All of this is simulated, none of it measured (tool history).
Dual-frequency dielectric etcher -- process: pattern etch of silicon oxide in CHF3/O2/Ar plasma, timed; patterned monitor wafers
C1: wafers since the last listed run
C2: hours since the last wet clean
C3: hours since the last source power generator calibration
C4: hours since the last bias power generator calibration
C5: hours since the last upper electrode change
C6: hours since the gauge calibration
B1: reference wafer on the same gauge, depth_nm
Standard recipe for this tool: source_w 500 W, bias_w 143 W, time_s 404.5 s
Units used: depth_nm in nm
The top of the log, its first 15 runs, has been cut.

{"run": 16, "day": 7.375, "source_w": 580, "bias_w": 114, "time_s": 506.5, "C1": 41, "C2": 72.9, "C3": 121.5, "C4": 13, "C5": 34.5, "C6": 31.9, "B1": 702.7, "depth_nm": 801.3}
{"run": 17, "day": 7.667, "source_w": 430, "bias_w": 157, "time_s": 472, "C1": 23, "C2": 79.9, "C3": 128.5, "C4": 20, "C5": 41.5, "C6": 38.9, "B1": 700.8, "depth_nm": 737}
{"run": 18, "day": 8.133, "source_w": 500, "bias_w": 143, "time_s": 404.5, "C1": 37, "C2": 91.1, "C3": 139.7, "C4": 31.2, "C5": 52.7, "C6": 50.1, "B1": 701.3, "depth_nm": 654.8}
{"run": 19, "day": 8.683, "source_w": 500, "bias_w": 143, "time_s": 404.5, "C1": 44, "C2": 104.3, "C3": 152.9, "C4": 44.4, "C5": 65.9, "C6": 63.3, "B1": 700.7, "depth_nm": 650.1}
{"run": 20, "day": 9.275, "source_w": 430, "bias_w": 111, "time_s": 337, "C1": 47, "C2": 118.5, "C3": 167.1, "C4": 58.6, "C5": 80.1, "C6": 77.5, "B1": 701, "depth_nm": 464.6}
{"run": 21, "day": 9.862, "source_w": 600, "bias_w": 143, "time_s": 404.5, "C1": 47, "C2": 132.6, "C3": 181.2, "C4": 72.7, "C5": 94.2, "C6": 91.6, "B1": 701.2, "depth_nm": 689.5}
{"run": 22, "day": 10.542, "source_w": 380, "bias_w": 164, "time_s": 283, "C1": 54, "C2": 148.9, "C3": 197.5, "C4": 89, "C5": 110.5, "C6": 107.9, "B1": 701, "depth_nm": 432.5}
{"run": 23, "day": 11.142, "source_w": 500, "bias_w": 155, "time_s": 404.5, "C1": 48, "C2": 163.3, "C3": 211.9, "C4": 103.4, "C5": 124.9, "C6": 122.3, "B1": 701.8, "depth_nm": 662.5}
{"run": 24, "day": 11.542, "source_w": 500, "bias_w": 143, "time_s": 404.5, "C1": 32, "C2": 172.9, "C3": 221.5, "C4": 113, "C5": 134.5, "C6": 131.9, "B1": 701.8, "depth_nm": 643.2}
{"run": 25, "day": 12.504, "source_w": 410, "bias_w": 164, "time_s": 339, "C1": 77, "C2": 196, "C3": 244.6, "C4": 136.1, "C5": 157.6, "C6": 155, "B1": 702, "depth_nm": 523.7}
{"run": 26, "day": 12.867, "source_w": 390, "bias_w": 173, "time_s": 404.5, "C1": 29, "C2": 204.7, "C3": 253.3, "C4": 144.8, "C5": 166.3, "C6": 163.7, "B1": 701, "depth_nm": 632.4}
{"run": 27, "day": 13.342, "source_w": 580, "bias_w": 128, "time_s": 404.5, "C1": 38, "C2": 216.1, "C3": 264.7, "C4": 156.2, "C5": 177.7, "C6": 175.1, "B1": 701.7, "depth_nm": 642.3}
{"run": 28, "day": 13.896, "source_w": 500, "bias_w": 143, "time_s": 404.5, "C1": 44, "C2": 229.4, "C3": 278, "C4": 169.5, "C5": 191, "C6": 188.4, "B1": 701.3, "depth_nm": 633.9}
{"run": 29, "day": 14.604, "source_w": 500, "bias_w": 109, "time_s": 404.5, "C1": 56, "C2": 246.4, "C3": 295, "C4": 186.5, "C5": 208, "C6": 205.4, "B1": 701.2, "depth_nm": 578.5}
{"run": 30, "day": 15.183, "source_w": 500, "bias_w": 143, "time_s": 404.5, "C1": 46, "C2": 260.3, "C3": 308.9, "C4": 200.4, "C5": 221.9, "C6": 219.3, "B1": 701.2, "depth_nm": 636}
{"run": 31, "day": 15.712, "source_w": 500, "bias_w": 112, "time_s": 316, "C1": 42, "C2": 273, "C3": 321.6, "C4": 213.1, "C5": 234.6, "C6": 232, "B1": 701.8, "depth_nm": 455.7}

Consider 3 possible next runs. They are alternatives, not a sequence: every one starts from the tool as it was left by run 31. What does each give?
{"run": "A", "day": 15.733, "source_w": 500, "bias_w": 143, "time_s": 404.5, "C1": 1, "C2": 273.5, "C3": 322.1, "C4": 213.6, "C5": 235.1, "C6": 232.5, "B1": "?", "depth_nm": "?"}
{"run": "B", "day": 15.733, "source_w": 470, "bias_w": 161, "time_s": 404.5, "C1": 1, "C2": 273.5, "C3": 322.1, "C4": 213.6, "C5": 235.1, "C6": 232.5, "B1": "?", "depth_nm": "?"}
{"run": "C", "day": 15.733, "source_w": 580, "bias_w": 143, "time_s": 492.5, "C1": 1, "C2": 273.5, "C3": 322.1, "C4": 213.6, "C5": 235.1, "C6": 232.5, "B1": "?", "depth_nm": "?"}

run=A B1=700.7 depth_nm=638.5
run=B B1=700.7 depth_nm=652.2
run=C B1=700.7 depth_nm=820.6
Without the tool's unlogged condition, the same runs would have read:
run=A depth_nm=655.8
run=B depth_nm=669.9
run=C depth_nm=842.8
